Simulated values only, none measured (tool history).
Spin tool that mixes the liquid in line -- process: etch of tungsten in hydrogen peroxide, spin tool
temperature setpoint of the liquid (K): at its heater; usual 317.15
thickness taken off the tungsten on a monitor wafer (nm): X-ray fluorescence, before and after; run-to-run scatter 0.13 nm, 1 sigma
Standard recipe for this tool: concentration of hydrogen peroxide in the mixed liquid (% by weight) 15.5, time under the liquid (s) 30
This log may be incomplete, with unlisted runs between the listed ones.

| run | day | temperature setpoint of the liquid (K) | concentration of hydrogen peroxide in the mixed liquid (% by weight) | time under the liquid (s) | read-back film thickness of the tungsten reference wafer, read on the same gauge (nm) | thickness taken off the tungsten on a monitor wafer (nm) |
|---|---|---|---|---|---|---|
| 1 | 0.000 | 317.15 | 15.5 | 30 | 40.01 | 18.98 |
| 2 | 0.388 | 317.15 | 15.5 | 30 | 39.99 | 19.08 |
| 3 | 0.908 | 317.15 | 15.5 | 30 | 40.02 | 19.14 |
| 4 | 1.288 | 317.15 | 15.5 | 30 | 40.00 | 18.94 |
| 5 | 1.675 | 317.15 | 18.5 | 30 | 40.03 | 20.95 |
| 6 | 2.338 | 317.15 | 18.5 | 30 | 39.98 | 20.73 |
| 7 | 3.008 | 317.15 | 15.5 | 15 | 40.00 | 9.51 |
| 8 | 3.354 | 317.15 | 15.5 | 30 | 39.98 | 18.83 |
| 9 | 3.983 | 317.15 | 15.5 | 30 | 40.00 | 18.89 |
|  | 4.321 | peroxide flow meter replaced |
| 10 | 4.342 | 317.15 | 15.5 | 30 | 40.01 | 20.17 |
| 11 | 4.696 | 317.15 | 15.5 | 30 | 39.99 | 20.08 |
|  | 4.704 | gauge calibrated |
| 12 | 4.958 | 317.15 | 15.5 | 30 | 40.00 | 20.23 |
| 13 | 5.425 | 317.15 | 18.5 | 15 | 40.02 | 10.93 |
| 14 | 5.812 | 310.65 | 17.5 | 30 | 39.99 | 13.92 |
| 15 | 6.862 | 308.65 | 17.5 | 30 | 39.98 | 12.13 |
| 16 | 7.183 | 317.15 | 19.0 | 30 | 40.01 | 22.05 |
|  | 7.442 | new drum of peroxide connected |
| 17 | 7.475 | 321.65 | 16.5 | 40 | 40.04 | 36.21 |
|  | 7.775 | thermometer replaced |
| 18 | 7.829 | 325.15 | 17.0 | 50 | 40.02 | 67.09 |
|  | 8.262 | heated supply line repaired |
| 19 | 8.283 | 317.15 | 15.5 | 30 | 39.98 | 23.56 |
| 20 | 8.867 | 317.15 | 14.0 | 35 | 39.97 | 25.83 |
| 21 | 9.312 | 317.15 | 15.5 | 30 | 40.00 | 23.20 |
| 22 | 11.154 | 313.65 | 19.0 | 25 | 39.99 | 17.04 |
| 23 | 11.900 | 308.15 | 15.5 | 45 | 40.00 | 19.27 |
|  | 12.162 | gauge calibrated |
| 24 | 12.283 | 317.15 | 15.5 | 25 | 39.97 | 19.02 |
| 25 | 12.892 | 317.15 | 15.5 | 30 | 39.98 | 23.13 |

Below are 3 alternative next runs, each starting from the tool's condition after run 25. Predict each:
| A | 12.908 | 317.15 | 15.5 | 20 | ? | ? |
| B | 12.908 | 317.15 | 15.5 | 45 | ? | ? |
| C | 12.908 | 308.15 | 15.5 | 40 | ? | ? |

| run | read-back film thickness of the tungsten reference wafer, read on the same gauge (nm) | thickness taken off the tungsten on a monitor wafer (nm) |
|---|---|---|
| A | 39.98 | 15.31 |
| B | 39.98 | 34.45 |
| C | 39.98 | 16.98 |
Stripped of hidden state, with their random variation kept, the same runs would have yielded:
| run | thickness taken off the tungsten on a monitor wafer (nm) |
|---|---|
| A | 16.17 |
| B | 36.38 |
| C | 17.97 |

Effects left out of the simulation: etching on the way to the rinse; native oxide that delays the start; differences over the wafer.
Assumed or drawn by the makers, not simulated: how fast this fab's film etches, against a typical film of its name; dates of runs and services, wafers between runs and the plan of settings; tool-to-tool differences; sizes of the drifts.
